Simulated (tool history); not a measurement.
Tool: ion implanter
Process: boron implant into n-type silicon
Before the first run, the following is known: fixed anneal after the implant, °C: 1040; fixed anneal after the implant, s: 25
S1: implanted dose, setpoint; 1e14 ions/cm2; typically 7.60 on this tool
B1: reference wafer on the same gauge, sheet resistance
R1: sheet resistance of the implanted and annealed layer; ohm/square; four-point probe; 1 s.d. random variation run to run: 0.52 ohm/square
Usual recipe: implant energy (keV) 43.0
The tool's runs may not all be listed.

Run 1, day 0.000: usual settings; B1 168.91. Result: R1 147.99 ohm/square.
Run 2, day 1.704: usual settings; B1 169.07. Result: R1 147.59 ohm/square.
Run 3, day 3.354: usual settings; B1 169.01. Result: R1 146.86 ohm/square.
Run 4, day 5.525: usual settings but S1 6.71 1e14 ions/cm2; B1 169.05. Result: R1 162.36 ohm/square.
Run 5, day 6.850: usual settings but S1 6.71 1e14 ions/cm2; B1 169.07. Result: R1 160.76 ohm/square.
Run 6, day 8.062: usual settings but implant energy (keV) 51.5; B1 168.79. Result: R1 144.13 ohm/square.
Run 7, day 10.183: usual settings but implant energy (keV) 51.5; B1 169.17. Result: R1 144.31 ohm/square.
Run 8, day 11.992: usual settings but implant energy (keV) 51.5; B1 169.22. Result: R1 143.35 ohm/square.
Run 9, day 14.171: usual settings; B1 169.10. Result: R1 145.02 ohm/square.
Run 10, day 15.604: usual settings; B1 168.99. Result: R1 144.92 ohm/square.
Run 11, day 18.346: usual settings; B1 168.87. Result: R1 145.68 ohm/square.
Run 12, day 19.392: usual settings; B1 169.16. Result: R1 144.58 ohm/square.
Run 13, day 26.812: usual settings but S1 6.28 1e14 ions/cm2; B1 168.95. Result: R1 167.81 ohm/square.
Run 14, day 28.583: usual settings but S1 8.69 1e14 ions/cm2; B1 169.07. Result: R1 129.34 ohm/square.
Run 15, day 31.325: usual settings but S1 8.69 1e14 ions/cm2; B1 169.05. Result: R1 128.88 ohm/square.
At day 32.712: extraction supply calibrated.
Run 16, day 33.312: usual settings but S1 8.69 1e14 ions/cm2; B1 168.94. Result: R1 129.36 ohm/square.
Run 17, day 35.367: usual settings; B1 168.87. Result: R1 144.71 ohm/square.
Run 18, day 36.679: usual settings; B1 169.02. Result: R1 143.78 ohm/square.
Run 19, day 39.558: usual settings but S1 5.65 1e14 ions/cm2, implant energy (keV) 55.0; B1 169.06. Result: R1 178.39 ohm/square.
Run 20, day 42.346: usual settings but S1 9.44 1e14 ions/cm2, implant energy (keV) 54.5; B1 169.08. Result: R1 117.49 ohm/square.
Run 21, day 45.292: usual settings but S1 6.80 1e14 ions/cm2, implant energy (keV) 54.5; B1 169.08. Result: R1 152.79 ohm/square.
Run 22, day 47.867: usual settings but S1 6.43 1e14 ions/cm2, implant energy (keV) 53.5; B1 169.10. Result: R1 161.49 ohm/square.
Run 23, day 49.429: usual settings but S1 6.52 1e14 ions/cm2, implant energy (keV) 51.0; B1 168.94. Result: R1 158.65 ohm/square.
Run 24, day 50.950: usual settings but implant energy (keV) 30.5; B1 169.08. Result: R1 148.91 ohm/square.
Run 25, day 52.967: usual settings but S1 6.76 1e14 ions/cm2, implant energy (keV) 32.0; B1 168.92. Result: R1 163.20 ohm/square.
At day 53.946: gauge calibrated.
Run 26, day 55.808: usual settings but implant energy (keV) 53.0; B1 168.98. Result: R1 140.90 ohm/square.
Run 27, day 58.362: usual settings but S1 9.24 1e14 ions/cm2; B1 169.02. Result: R1 122.20 ohm/square.
Run 28, day 59.667: usual settings but implant energy (keV) 37.0; B1 168.93. Result: R1 146.39 ohm/square.
At day 61.683: Faraday cup replaced and dose calibrated.
Run 29, day 61.767: usual settings but S1 5.51 1e14 ions/cm2, implant energy (keV) 38.5; B1 168.97. Result: R1 195.38 ohm/square.
Run 30, day 63.858: usual settings but S1 6.31 1e14 ions/cm2, implant energy (keV) 53.5; B1 168.84. Result: R1 169.36 ohm/square.
Run 31, day 66.658: usual settings; B1 169.02. Result: R1 149.02 ohm/square.
Run 32, day 68.692: usual settings but S1 6.45 1e14 ions/cm2, implant energy (keV) 38.0; B1 168.89. Result: R1 170.73 ohm/square.
Run 33, day 71.342: usual settings but S1 9.03 1e14 ions/cm2, implant energy (keV) 38.0; B1 169.04. Result: R1 129.54 ohm/square.
Run 34, day 73.221: usual settings; B1 169.05. Result: R1 147.69 ohm/square.
Run 35, day 74.342: usual settings but S1 8.76 1e14 ions/cm2, implant energy (keV) 47.5; B1 169.04. Result: R1 130.00 ohm/square.
Run 36, day 76.267: usual settings but S1 9.09 1e14 ions/cm2, implant energy (keV) 33.0; B1 168.94. Result: R1 129.20 ohm/square.
Run 37, day 77.921: usual settings; B1 169.05. Result: R1 146.77 ohm/square.

Hidden state or all else? Some run-to-run changes of R1, split into what the settings, what came in and random variation would give without the hidden state, and what is left for the hidden state (with any gauge scatter that isn't in both results):
The tool's hidden condition here consists of: deviation of the true dose from the Faraday cup's reading, %; deviation of the true energy from its setpoint, %; gauge reads high (%).
Run 18 -> 19: S1 7.60 -> 5.65, implant energy (keV) 43.0 -> 55.0. R1 +34.61 ohm/square: hidden state -1.28, all else +35.89.
Run 19 -> 20: S1 5.65 -> 9.44, implant energy (keV) 55.0 -> 54.5. R1 -60.90 ohm/square: hidden state +1.92, all else -62.82.
Run 28 -> 29: S1 7.60 -> 5.51, implant energy (keV) 37.0 -> 38.5, Faraday cup replaced and dose calibrated. R1 +48.99 ohm/square: hidden state +6.04, all else +42.95.
Run 32 -> 33: S1 6.45 -> 9.03. R1 -41.19 ohm/square: hidden state -0.15, all else -41.04.
